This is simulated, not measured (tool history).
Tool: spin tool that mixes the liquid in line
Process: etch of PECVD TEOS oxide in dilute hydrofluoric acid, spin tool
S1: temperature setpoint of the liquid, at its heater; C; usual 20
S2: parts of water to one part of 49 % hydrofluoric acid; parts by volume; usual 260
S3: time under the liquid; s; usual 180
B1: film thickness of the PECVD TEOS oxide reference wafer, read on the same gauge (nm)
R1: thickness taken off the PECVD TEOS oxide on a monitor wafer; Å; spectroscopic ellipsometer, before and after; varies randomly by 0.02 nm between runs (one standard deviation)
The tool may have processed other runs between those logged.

Run 1, day 0: usual settings; B1 70.02. Result: R1 60.5 Å.
Run 2, day 0.338: usual settings; B1 70.04. Result: R1 60.5 Å.
Run 3, day 1.038: usual settings but S2 330 parts by volume; B1 69.98. Result: R1 45.1 Å.
Run 4, day 1.712: usual settings but S2 175 parts by volume; B1 70.03. Result: R1 97.2 Å.
Run 5, day 2.175: usual settings; B1 70.02. Result: R1 61.2 Å.
Run 6, day 2.725: usual settings; B1 69.97. Result: R1 61 Å.
Run 7, day 3.033: usual settings; B1 69.96. Result: R1 60.7 Å.
Run 8, day 3.392: usual settings; B1 70. Result: R1 60.9 Å.
Run 9, day 3.746: usual settings; B1 70.02. Result: R1 61.2 Å.
Run 10, day 4.138: usual settings; B1 70.01. Result: R1 60.7 Å.
Run 11, day 4.592: usual settings; B1 69.98. Result: R1 61 Å.
At day 4.9: thermometer replaced.
Run 12, day 5.154: usual settings; B1 70.01. Result: R1 61.1 Å.
Run 13, day 5.838: usual settings but S1 17 C; B1 70.02. Result: R1 54.4 Å.
Run 14, day 6.333: usual settings; B1 69.99. Result: R1 61.1 Å.
Run 15, day 6.767: usual settings but S1 22.5 C, S2 135 parts by volume, S3 245 s; B1 69.96. Result: R1 198.5 Å.
Run 16, day 8.2: usual settings but S3 130 s; B1 70. Result: R1 44.2 Å.
Run 17, day 8.65: usual settings; B1 69.99. Result: R1 61.6 Å.
Run 18, day 8.983: usual settings; B1 69.97. Result: R1 61.2 Å.
Run 19, day 9.288: usual settings but S1 17 C, S2 210 parts by volume, S3 225 s; B1 69.96. Result: R1 88.4 Å.
Run 20, day 9.808: usual settings but S2 320 parts by volume; B1 69.99. Result: R1 47.3 Å.
At day 10.146: gauge calibrated.
Run 21, day 10.408: usual settings but S1 21.5 C; B1 70.03. Result: R1 64.6 Å.
Run 22, day 10.775: usual settings but S1 24 C, S3 100 s; B1 70. Result: R1 39.8 Å.
At day 11.083: hydrofluoric acid flow meter replaced.
Run 23, day 12.646: usual settings but S2 295 parts by volume; B1 70.03. Result: R1 46.9 Å.
Run 24, day 13.321: usual settings but S2 300 parts by volume, S3 130 s; B1 69.98. Result: R1 33.1 Å.
Run 25, day 13.946: usual settings but S1 22.5 C; B1 69.97. Result: R1 60.2 Å.
Run 26, day 14.354: usual settings; B1 69.99. Result: R1 55.5 Å.
Run 27, day 15.017: usual settings but S2 165 parts by volume; B1 69.95. Result: R1 95.4 Å.
Run 28, day 15.562: usual settings but S1 17.5 C, S2 310 parts by volume, S3 255 s; B1 70.01. Result: R1 57.7 Å.
Run 29, day 15.833: usual settings; B1 70.04. Result: R1 55.4 Å.

Had the tool no unlogged condition, and each run kept its random variation, what would the results have been?
What the log doesn't record here: liquid hotter than its thermometer reads (K); hydrofluoric acid flow above the setpoint (%); gauge reads high (%).
run     R1
  1   53.6
  2   53.5
  3   39.7
  4   86.4
  5     54
  6   53.8
  7   53.5
  8   53.7
  9   53.9
 10   53.4
 11   53.7
 12   53.7
 13   47.9
 14   53.6
 15  175.7
 16   38.7
 17   53.9
 18   53.6
 19   77.7
 20   41.2
 21   56.3
 22   34.6
 23   45.8
 24   32.3
 25   58.7
 26   54.1
 27     93
 28   56.1
 29   53.8
